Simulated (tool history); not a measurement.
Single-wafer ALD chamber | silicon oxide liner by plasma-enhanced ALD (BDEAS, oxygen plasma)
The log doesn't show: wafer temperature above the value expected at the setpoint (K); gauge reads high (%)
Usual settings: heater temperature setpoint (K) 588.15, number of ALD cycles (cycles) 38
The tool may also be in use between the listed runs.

| run | hour | heater temperature setpoint (K) | number of ALD cycles (cycles) | wafers since the last listed run | hours since the last thermocouple change | hours since the gauge calibration | read-back reference wafer on the same gauge, thickness_nm | mean film thickness on the monitor wafer (nm) |
|---|---|---|---|---|---|---|---|---|
| 1 | 0.0 | 583.15 | 38 | 0 | 2158.2 | 62.5 | 4.091 | 3.824 |
| 2 | 6.6 | 583.15 | 38 | 33 | 2164.8 | 69.1 | 4.092 | 3.839 |
| 3 | 18.5 | 583.15 | 38 | 60 | 2176.7 | 81.0 | 4.090 | 3.819 |
| 4 | 50.1 | 598.15 | 38 | 161 | 2208.3 | 112.6 | 4.092 | 3.756 |
| 5 | 60.7 | 598.15 | 38 | 54 | 2218.9 | 123.2 | 4.093 | 3.761 |
| 6 | 70.0 | 591.15 | 38 | 47 | 2228.2 | 132.5 | 4.090 | 3.802 |
| 7 | 85.7 | 591.15 | 38 | 80 | 2243.9 | 148.2 | 4.091 | 3.799 |
| 8 | 100.9 | 591.15 | 38 | 77 | 2259.1 | 163.4 | 4.089 | 3.796 |
| 9 | 115.6 | 588.15 | 38 | 75 | 2273.8 | 178.1 | 4.090 | 3.836 |
| 10 | 132.7 | 588.15 | 38 | 87 | 2290.9 | 195.2 | 4.090 | 3.812 |
| 11 | 145.0 | 595.15 | 38 | 62 | 2303.2 | 207.5 | 4.090 | 3.776 |
| 12 | 158.2 | 595.15 | 38 | 67 | 2316.4 | 220.7 | 4.092 | 3.793 |
|  | 170.0 | thermocouple changed; heater temperature recalibrated |
| 13 | 170.5 | 595.15 | 38 | 21 | 0.5 | 233.0 | 4.093 | 3.770 |
| 14 | 175.5 | 588.15 | 38 | 25 | 5.5 | 238.0 | 4.088 | 3.802 |
| 15 | 189.3 | 579.15 | 45 | 70 | 19.3 | 251.8 | 4.090 | 4.563 |
| 16 | 197.6 | 582.15 | 34 | 42 | 27.6 | 260.1 | 4.089 | 3.449 |
|  | 202.0 | gauge calibrated |
| 17 | 207.3 | 588.15 | 38 | 49 | 37.3 | 5.3 | 4.090 | 3.819 |
| 18 | 260.7 | 600.15 | 42 | 272 | 90.7 | 58.7 | 4.089 | 4.164 |
| 19 | 278.4 | 577.15 | 35 | 90 | 108.4 | 76.4 | 4.089 | 3.569 |
| 20 | 290.3 | 588.15 | 38 | 60 | 120.3 | 88.3 | 4.091 | 3.827 |
| 21 | 297.6 | 588.15 | 38 | 37 | 127.6 | 95.6 | 4.090 | 3.806 |
| 22 | 309.0 | 602.15 | 34 | 58 | 139.0 | 107.0 | 4.087 | 3.342 |
| 23 | 316.4 | 580.15 | 38 | 37 | 146.4 | 114.4 | 4.089 | 3.853 |
| 24 | 323.6 | 588.15 | 32 | 36 | 153.6 | 121.6 | 4.091 | 3.206 |
| 25 | 336.5 | 588.15 | 43 | 65 | 166.5 | 134.5 | 4.092 | 4.324 |
| 26 | 343.2 | 579.15 | 40 | 34 | 173.2 | 141.2 | 4.091 | 4.054 |
| 27 | 351.6 | 577.15 | 33 | 42 | 181.6 | 149.6 | 4.089 | 3.364 |
| 28 | 365.0 | 596.15 | 33 | 68 | 195.0 | 163.0 | 4.088 | 3.282 |
| 29 | 381.0 | 577.15 | 45 | 81 | 211.0 | 179.0 | 4.091 | 4.560 |

Forecast each of these 3 alternatives for the next run:
| A | 381.5 | 588.15 | 38 | 2 | 211.5 | 179.5 | ? | ? |
| B | 381.5 | 597.15 | 44 | 2 | 211.5 | 179.5 | ? | ? |
| C | 381.5 | 573.15 | 46 | 2 | 211.5 | 179.5 | ? | ? |

| run | read-back reference wafer on the same gauge, thickness_nm | mean film thickness on the monitor wafer (nm) |
|---|---|---|
| A | 4.090 | 3.832 |
| B | 4.090 | 4.387 |
| C | 4.090 | 4.727 |
Without the tool's hidden state the same runs would have given:
| run | mean film thickness on the monitor wafer (nm) |
|---|---|
| A | 3.832 |
| B | 4.387 |
| C | 4.727 |

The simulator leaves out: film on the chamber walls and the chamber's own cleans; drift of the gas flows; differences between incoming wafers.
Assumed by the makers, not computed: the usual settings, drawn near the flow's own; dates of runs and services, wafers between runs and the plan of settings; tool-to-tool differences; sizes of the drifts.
